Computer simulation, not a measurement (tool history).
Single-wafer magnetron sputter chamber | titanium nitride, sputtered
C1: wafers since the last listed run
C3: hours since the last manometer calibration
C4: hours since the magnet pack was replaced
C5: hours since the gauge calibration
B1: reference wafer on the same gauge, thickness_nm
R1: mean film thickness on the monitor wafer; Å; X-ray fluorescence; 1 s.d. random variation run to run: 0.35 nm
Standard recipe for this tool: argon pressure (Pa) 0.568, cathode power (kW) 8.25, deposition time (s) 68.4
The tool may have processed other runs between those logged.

run 1 hour=0 | argon_pressure_(Pa)=0.568 cathode_power_(kW)=8.25 deposition_time_(s)=68.4 | C1=0 wafers_on_the_sputter_target=4083 C3=1170.5 C4=5598.1 C5=1443.3 | B1=113.804 | R1=1019.91
run 2 hour=84 | argon_pressure_(Pa)=0.568 cathode_power_(kW)=8.25 deposition_time_(s)=68.4 | C1=1622 wafers_on_the_sputter_target=5705 C3=1254.5 C4=5682.1 C5=1527.3 | B1=113.785 | R1=1021.96
run 3 hour=165.3 | argon_pressure_(Pa)=0.568 cathode_power_(kW)=8.25 deposition_time_(s)=68.4 | C1=1570 wafers_on_the_sputter_target=7276 C3=1335.8 C4=5763.4 C5=1608.6 | B1=113.762 | R1=1016.48
-- hour=188.2 sputter target and shields replaced
run 4 hour=270.8 | argon_pressure_(Pa)=0.568 cathode_power_(kW)=8.25 deposition_time_(s)=68.4 | C1=1883 wafers_on_the_sputter_target=1596 C3=1441.3 C4=5868.9 C5=1714.1 | B1=113.71 | R1=1018.42
run 5 hour=327.8 | argon_pressure_(Pa)=0.568 cathode_power_(kW)=8.25 deposition_time_(s)=68.4 | C1=1101 wafers_on_the_sputter_target=2697 C3=1498.3 C4=5925.9 C5=1771.1 | B1=113.567 | R1=1019.4
run 6 hour=379.3 | argon_pressure_(Pa)=0.568 cathode_power_(kW)=8.25 deposition_time_(s)=68.4 | C1=994 wafers_on_the_sputter_target=3692 C3=1549.8 C4=5977.4 C5=1822.6 | B1=113.693 | R1=1012.97
run 7 hour=430 | argon_pressure_(Pa)=0.568 cathode_power_(kW)=8.25 deposition_time_(s)=68.4 | C1=979 wafers_on_the_sputter_target=4671 C3=1600.5 C4=6028.1 C5=1873.3 | B1=113.607 | R1=1013.34
run 8 hour=483.4 | argon_pressure_(Pa)=0.568 cathode_power_(kW)=8.25 deposition_time_(s)=68.4 | C1=1031 wafers_on_the_sputter_target=5703 C3=1653.9 C4=6081.5 C5=1926.7 | B1=113.526 | R1=1013.48
-- hour=504.7 sputter target and shields replaced
run 9 hour=558.9 | argon_pressure_(Pa)=0.568 cathode_power_(kW)=8.25 deposition_time_(s)=68.4 | C1=1303 wafers_on_the_sputter_target=1046 C3=1729.4 C4=6157 C5=2002.2 | B1=113.485 | R1=1014.73
run 10 hour=627.7 | argon_pressure_(Pa)=0.568 cathode_power_(kW)=8.25 deposition_time_(s)=68.4 | C1=1329 wafers_on_the_sputter_target=2375 C3=1798.2 C4=6225.8 C5=2071 | B1=113.4 | R1=1017.19
-- hour=693.7 magnet pack replaced
run 11 hour=705.1 | argon_pressure_(Pa)=0.568 cathode_power_(kW)=8.25 deposition_time_(s)=68.4 | C1=1340 wafers_on_the_sputter_target=3716 C3=1875.6 C4=11.4 C5=2148.4 | B1=113.376 | R1=1021.39
-- hour=733 capacitance manometer re-zeroed and calibrated
-- hour=749.2 gauge calibrated
run 12 hour=810.7 | argon_pressure_(Pa)=0.568 cathode_power_(kW)=8.25 deposition_time_(s)=68.4 | C1=1885 wafers_on_the_sputter_target=5602 C3=77.7 C4=117 C5=61.5 | B1=117.801 | R1=1058.98
-- hour=820.3 sputter target and shields replaced
run 13 hour=893.3 | argon_pressure_(Pa)=0.417 cathode_power_(kW)=8.25 deposition_time_(s)=71.3 | C1=1441 wafers_on_the_sputter_target=1410 C3=160.3 C4=199.6 C5=144.1 | B1=117.335 | R1=1147.77
run 14 hour=939.3 | argon_pressure_(Pa)=0.568 cathode_power_(kW)=8.25 deposition_time_(s)=68.4 | C1=888 wafers_on_the_sputter_target=2298 C3=206.3 C4=245.6 C5=190.1 | B1=117.124 | R1=1051.38
run 15 hour=1043.4 | argon_pressure_(Pa)=0.568 cathode_power_(kW)=8.25 deposition_time_(s)=68.4 | C1=2011 wafers_on_the_sputter_target=4309 C3=310.4 C4=349.7 C5=294.2 | B1=116.557 | R1=1038.04
run 16 hour=1107.3 | argon_pressure_(Pa)=0.568 cathode_power_(kW)=7.6 deposition_time_(s)=68.4 | C1=1234 wafers_on_the_sputter_target=5544 C3=374.3 C4=413.6 C5=358.1 | B1=116.255 | R1=957.42
run 17 hour=1169.1 | argon_pressure_(Pa)=0.417 cathode_power_(kW)=8.25 deposition_time_(s)=71.3 | C1=1193 wafers_on_the_sputter_target=6737 C3=436.1 C4=475.4 C5=419.9 | B1=116.083 | R1=1137.01
-- hour=1180.1 sputter target and shields replaced
run 18 hour=1221.5 | argon_pressure_(Pa)=0.404 cathode_power_(kW)=8.25 deposition_time_(s)=68.4 | C1=857 wafers_on_the_sputter_target=800 C3=488.5 C4=527.8 C5=472.3 | B1=115.694 | R1=1094.12
run 19 hour=1324.3 | argon_pressure_(Pa)=0.713 cathode_power_(kW)=10.15 deposition_time_(s)=54.9 | C1=1985 wafers_on_the_sputter_target=2786 C3=591.3 C4=630.6 C5=575.1 | B1=115.414 | R1=975.7
run 20 hour=1365.6 | argon_pressure_(Pa)=0.668 cathode_power_(kW)=9.6 deposition_time_(s)=61 | C1=797 wafers_on_the_sputter_target=3584 C3=632.6 C4=671.9 C5=616.4 | B1=115.31 | R1=1038.87
run 21 hour=1424.7 | argon_pressure_(Pa)=0.411 cathode_power_(kW)=8.25 deposition_time_(s)=63.9 | C1=1141 wafers_on_the_sputter_target=4726 C3=691.7 C4=731 C5=675.5 | B1=115.277 | R1=1014.09
run 22 hour=1509.8 | argon_pressure_(Pa)=0.632 cathode_power_(kW)=10.2 deposition_time_(s)=63.9 | C1=1643 wafers_on_the_sputter_target=6370 C3=776.8 C4=816.1 C5=760.6 | B1=114.993 | R1=1167.29

Run 23 has not been measured yet. What should we expect?
run 23 hour=1558.7 | argon_pressure_(Pa)=0.568 cathode_power_(kW)=8.25 deposition_time_(s)=68.4 | C1=944 wafers_on_the_sputter_target=7314 C3=825.7 C4=865 C5=809.5 | B1=? | R1=?

{"run 23": {"B1": 114.819, "R1": 1033.28}}
Had the tool carried no hidden state, the very same run would have given R1 1061.37 Å.

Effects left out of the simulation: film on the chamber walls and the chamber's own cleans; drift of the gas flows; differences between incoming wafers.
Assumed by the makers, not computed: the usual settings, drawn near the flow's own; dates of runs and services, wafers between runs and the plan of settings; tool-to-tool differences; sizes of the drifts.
